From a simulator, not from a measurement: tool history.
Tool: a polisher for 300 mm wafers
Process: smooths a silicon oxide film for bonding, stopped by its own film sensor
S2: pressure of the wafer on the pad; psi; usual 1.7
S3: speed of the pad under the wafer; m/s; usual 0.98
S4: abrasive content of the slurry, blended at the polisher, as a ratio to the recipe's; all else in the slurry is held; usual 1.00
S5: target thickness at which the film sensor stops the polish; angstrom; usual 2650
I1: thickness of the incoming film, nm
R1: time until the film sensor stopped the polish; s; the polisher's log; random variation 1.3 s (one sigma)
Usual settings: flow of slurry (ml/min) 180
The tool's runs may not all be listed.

run 1 hour=0.0 | flow_of_slurry_(ml/min)=180 S2=1.7 S3=0.98 S4=1.00 S5=2650 | I1=331.6 | R1=121.4
run 2 hour=15.1 | flow_of_slurry_(ml/min)=180 S2=1.7 S3=0.98 S4=1.00 S5=2650 | I1=326.2 | R1=116.2
run 3 hour=33.0 | flow_of_slurry_(ml/min)=180 S2=1.7 S3=0.98 S4=1.00 S5=2650 | I1=333.6 | R1=134.4
run 4 hour=46.9 | flow_of_slurry_(ml/min)=180 S2=1.7 S3=0.98 S4=1.00 S5=2650 | I1=330.0 | R1=125.5
run 5 hour=53.9 | flow_of_slurry_(ml/min)=180 S2=1.7 S3=0.98 S4=1.00 S5=2650 | I1=330.7 | R1=126.1
run 6 hour=69.8 | flow_of_slurry_(ml/min)=180 S2=1.9 S3=0.98 S4=1.00 S5=2650 | I1=327.9 | R1=110.3
run 7 hour=76.7 | flow_of_slurry_(ml/min)=180 S2=1.9 S3=0.98 S4=1.00 S5=2650 | I1=325.7 | R1=105.4
-- hour=88.3 worn pad replaced by a new one
run 8 hour=88.8 | flow_of_slurry_(ml/min)=180 S2=2.1 S3=0.98 S4=1.00 S5=2650 | I1=335.8 | R1=115.1
run 9 hour=96.5 | flow_of_slurry_(ml/min)=180 S2=2.1 S3=0.98 S4=1.00 S5=2650 | I1=332.0 | R1=110.8
-- hour=105.6 slurry nozzle cleaned
-- hour=107.4 slurry blender recalibrated
-- hour=115.0 head pressure recalibrated
run 10 hour=115.5 | flow_of_slurry_(ml/min)=240 S2=1.7 S3=0.98 S4=1.00 S5=2650 | I1=331.7 | R1=109.0
run 11 hour=125.4 | flow_of_slurry_(ml/min)=180 S2=1.7 S3=0.98 S4=0.90 S5=2540 | I1=332.6 | R1=136.3
run 12 hour=137.5 | flow_of_slurry_(ml/min)=195 S2=1.4 S3=0.98 S4=1.00 S5=2840 | I1=328.0 | R1=87.3
run 13 hour=145.8 | flow_of_slurry_(ml/min)=180 S2=1.7 S3=0.98 S4=1.00 S5=2650 | I1=336.0 | R1=121.3
run 14 hour=160.2 | flow_of_slurry_(ml/min)=180 S2=1.7 S3=0.98 S4=1.00 S5=2650 | I1=335.8 | R1=123.0
run 15 hour=171.8 | flow_of_slurry_(ml/min)=180 S2=1.7 S3=0.88 S4=1.00 S5=2740 | I1=331.2 | R1=104.9
run 16 hour=188.8 | flow_of_slurry_(ml/min)=115 S2=2.0 S3=0.98 S4=1.00 S5=2810 | I1=329.2 | R1=77.4
run 17 hour=205.0 | flow_of_slurry_(ml/min)=180 S2=1.7 S3=0.98 S4=1.00 S5=2530 | I1=329.7 | R1=134.2
run 18 hour=213.8 | flow_of_slurry_(ml/min)=180 S2=1.7 S3=0.98 S4=1.10 S5=2650 | I1=331.5 | R1=112.4

Forecast each of these 4 alternatives for the next run:
run A hour=214.3 | flow_of_slurry_(ml/min)=180 S2=2.2 S3=0.98 S4=1.00 S5=2650 | I1=331.7 | R1=?
run B hour=214.3 | flow_of_slurry_(ml/min)=155 S2=1.7 S3=0.98 S4=1.00 S5=2650 | I1=331.7 | R1=?
run C hour=214.3 | flow_of_slurry_(ml/min)=180 S2=1.7 S3=0.98 S4=0.75 S5=2650 | I1=331.7 | R1=?
run D hour=214.3 | flow_of_slurry_(ml/min)=240 S2=1.7 S3=0.98 S4=0.80 S5=2650 | I1=331.7 | R1=?

run=A R1=92.0
run=B R1=120.0
run=C R1=135.1
run=D R1=126.3
Without the tool's hidden state the same runs would have given:
run=A R1=86.5
run=B R1=112.9
run=C R1=125.9
run=D R1=118.0

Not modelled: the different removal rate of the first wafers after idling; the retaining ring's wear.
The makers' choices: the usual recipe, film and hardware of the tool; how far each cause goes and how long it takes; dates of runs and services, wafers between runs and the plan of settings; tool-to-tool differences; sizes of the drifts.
